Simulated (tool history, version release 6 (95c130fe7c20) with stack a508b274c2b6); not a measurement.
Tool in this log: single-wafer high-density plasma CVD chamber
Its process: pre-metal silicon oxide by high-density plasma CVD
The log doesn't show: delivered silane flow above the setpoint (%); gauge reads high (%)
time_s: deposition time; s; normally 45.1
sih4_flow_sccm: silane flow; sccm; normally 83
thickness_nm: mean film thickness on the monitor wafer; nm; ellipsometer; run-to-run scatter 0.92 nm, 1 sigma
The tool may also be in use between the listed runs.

| run | hour | time_s | sih4_flow_sccm | wafers since the last listed run | hours since the silane flow controller was replaced | hours since the gauge calibration | read-back reference wafer on the same gauge, thickness_nm | thickness_nm |
|---|---|---|---|---|---|---|---|---|
| 1 | 0 | 45.1 | 78 | 0 | 3734.2 | 18.6 | 367.942 | 335.62 |
| 2 | 32.4 | 45.1 | 78 | 736 | 3766.6 | 51 | 367.878 | 335.958 |
| 3 | 52.7 | 45.1 | 78 | 461 | 3786.9 | 71.3 | 368.016 | 336.061 |
| 4 | 77.2 | 47.8 | 83 | 557 | 3811.4 | 95.8 | 368.528 | 378.687 |
| 5 | 98.2 | 47.8 | 83 | 477 | 3832.4 | 116.8 | 367.72 | 377.098 |
| 6 | 165.2 | 45.1 | 83 | 1523 | 3899.4 | 183.8 | 368.229 | 356.226 |
| 7 | 182.1 | 45.1 | 83 | 384 | 3916.3 | 200.7 | 368.17 | 355.231 |
| 8 | 206.2 | 45.1 | 83 | 547 | 3940.4 | 224.8 | 367.999 | 353.253 |
| 9 | 303.2 | 45.1 | 83 | 2205 | 4037.4 | 321.8 | 367.816 | 355.965 |
| 10 | 321.5 | 45.1 | 83 | 416 | 4055.7 | 340.1 | 368.272 | 353.914 |
| 11 | 337 | 49.9 | 95 | 352 | 4071.2 | 355.6 | 368.248 | 450.364 |
| 12 | 363.8 | 49.9 | 95 | 609 | 4098 | 382.4 | 368.342 | 447.999 |
|  | 378.5 | silane flow controller replaced |
| 13 | 390.1 | 45.1 | 83 | 416 | 11.6 | 408.7 | 367.836 | 375.509 |
| 14 | 423.2 | 45.1 | 68 | 752 | 44.7 | 441.8 | 368.189 | 308.16 |
| 15 | 441.7 | 42.2 | 91 | 420 | 63.2 | 460.3 | 368.201 | 384.854 |
| 16 | 465.7 | 49 | 83 | 545 | 87.2 | 484.3 | 368.274 | 408.088 |
| 17 | 487.3 | 49.7 | 72 | 491 | 108.8 | 505.9 | 367.746 | 358.228 |
| 18 | 515 | 40.2 | 67 | 629 | 136.5 | 533.6 | 368.032 | 270.314 |
| 19 | 546.1 | 45.1 | 83 | 707 | 167.6 | 564.7 | 368.002 | 374.246 |
|  | 588.4 | gauge calibrated |
| 20 | 623.5 | 52.8 | 94 | 1759 | 245 | 35.1 | 368.095 | 497.393 |
| 21 | 647.7 | 49.9 | 90 | 550 | 269.2 | 59.3 | 368.376 | 448.041 |
| 22 | 728 | 37.3 | 95 | 1825 | 349.5 | 139.6 | 367.787 | 355.416 |
| 23 | 758.6 | 38 | 76 | 695 | 380.1 | 170.2 | 367.753 | 289.379 |
| 24 | 772.5 | 42.2 | 91 | 316 | 394 | 184.1 | 367.838 | 384.354 |

Some steps in thickness_nm, run to run, broken into two amounts with sign: the step expected even without the hidden condition (settings, incoming material, random variation), and the rest, left for the hidden condition together with whatever gauge scatter is not in both the measured and the hidden-condition-free result:
Run 10 -> 11: time_s 45.1 -> 49.9, sih4_flow_sccm 83 -> 95. thickness_nm +96.45 nm: hidden state -6.419, all else +102.869.
Run 12 -> 13: time_s 49.9 -> 45.1, sih4_flow_sccm 95 -> 83, silane flow controller replaced. thickness_nm -72.49 nm: hidden state +28.362, all else -100.852.
Run 18 -> 19: time_s 40.2 -> 45.1, sih4_flow_sccm 67 -> 83. thickness_nm +103.932 nm: hidden state -0.289, all else +104.221.
Run 19 -> 20: time_s 45.1 -> 52.8, sih4_flow_sccm 83 -> 94, gauge calibrated. thickness_nm +123.147 nm: hidden state -0.394, all else +123.541.
